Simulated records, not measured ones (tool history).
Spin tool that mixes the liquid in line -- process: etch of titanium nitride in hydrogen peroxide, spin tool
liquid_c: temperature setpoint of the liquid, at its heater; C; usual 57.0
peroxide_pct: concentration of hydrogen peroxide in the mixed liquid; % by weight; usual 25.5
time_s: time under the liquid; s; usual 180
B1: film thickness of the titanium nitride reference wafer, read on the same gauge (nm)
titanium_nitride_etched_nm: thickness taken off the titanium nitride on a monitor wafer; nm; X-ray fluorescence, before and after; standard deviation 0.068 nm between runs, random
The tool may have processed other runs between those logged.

run 1 day=0.000 | liquid_c=57.0 peroxide_pct=21.0 time_s=180 | B1=70.03 | titanium_nitride_etched_nm=10.68
run 2 day=0.279 | liquid_c=57.0 peroxide_pct=21.0 time_s=180 | B1=70.00 | titanium_nitride_etched_nm=10.82
-- day=0.642 gauge calibrated
run 3 day=0.825 | liquid_c=57.0 peroxide_pct=21.0 time_s=180 | B1=69.98 | titanium_nitride_etched_nm=10.81
run 4 day=1.204 | liquid_c=50.0 peroxide_pct=25.5 time_s=260 | B1=70.03 | titanium_nitride_etched_nm=9.90
run 5 day=1.904 | liquid_c=50.0 peroxide_pct=25.5 time_s=260 | B1=69.97 | titanium_nitride_etched_nm=10.07
run 6 day=2.638 | liquid_c=50.0 peroxide_pct=25.5 time_s=260 | B1=69.98 | titanium_nitride_etched_nm=10.00
run 7 day=3.038 | liquid_c=57.0 peroxide_pct=25.5 time_s=180 | B1=69.98 | titanium_nitride_etched_nm=11.56
run 8 day=3.638 | liquid_c=48.5 peroxide_pct=30.0 time_s=125 | B1=70.00 | titanium_nitride_etched_nm=4.54
-- day=3.717 heated supply line repaired
-- day=4.438 thermometer replaced
-- day=5.646 peroxide flow meter replaced
run 9 day=5.742 | liquid_c=57.0 peroxide_pct=22.5 time_s=240 | B1=69.98 | titanium_nitride_etched_nm=12.66
run 10 day=6.283 | liquid_c=52.0 peroxide_pct=30.0 time_s=180 | B1=70.04 | titanium_nitride_etched_nm=7.18
run 11 day=7.008 | liquid_c=49.0 peroxide_pct=18.5 time_s=255 | B1=69.99 | titanium_nitride_etched_nm=7.36
-- day=7.296 new drum of peroxide connected
run 12 day=7.496 | liquid_c=57.0 peroxide_pct=25.5 time_s=180 | B1=69.97 | titanium_nitride_etched_nm=9.69
run 13 day=7.883 | liquid_c=64.5 peroxide_pct=25.5 time_s=115 | B1=70.02 | titanium_nitride_etched_nm=10.42
-- day=8.088 gauge calibrated
run 14 day=9.825 | liquid_c=57.0 peroxide_pct=25.5 time_s=240 | B1=69.96 | titanium_nitride_etched_nm=13.34
run 15 day=10.496 | liquid_c=49.0 peroxide_pct=20.0 time_s=180 | B1=69.97 | titanium_nitride_etched_nm=5.40

Hidden state, per run?
peroxide flow below the setpoint (%): 0 in every run
temperature lost on the way to the wafer (K): 0 in every run
peroxide weaker than its label (%): 0 in every run
gauge reads high (%): 0 in every run
H1: liquid hotter than its thermometer reads (K)
run=1 H1=2.33
run=2 H1=2.35
run=3 H1=2.39
run=4 H1=2.42
run=5 H1=2.47
run=6 H1=2.53
run=7 H1=2.56
run=8 H1=2.6
run=9 H1=0.243
run=10 H1=0.283
run=11 H1=0.337
run=12 H1=0.373
run=13 H1=0.402
run=14 H1=0.546
run=15 H1=0.596
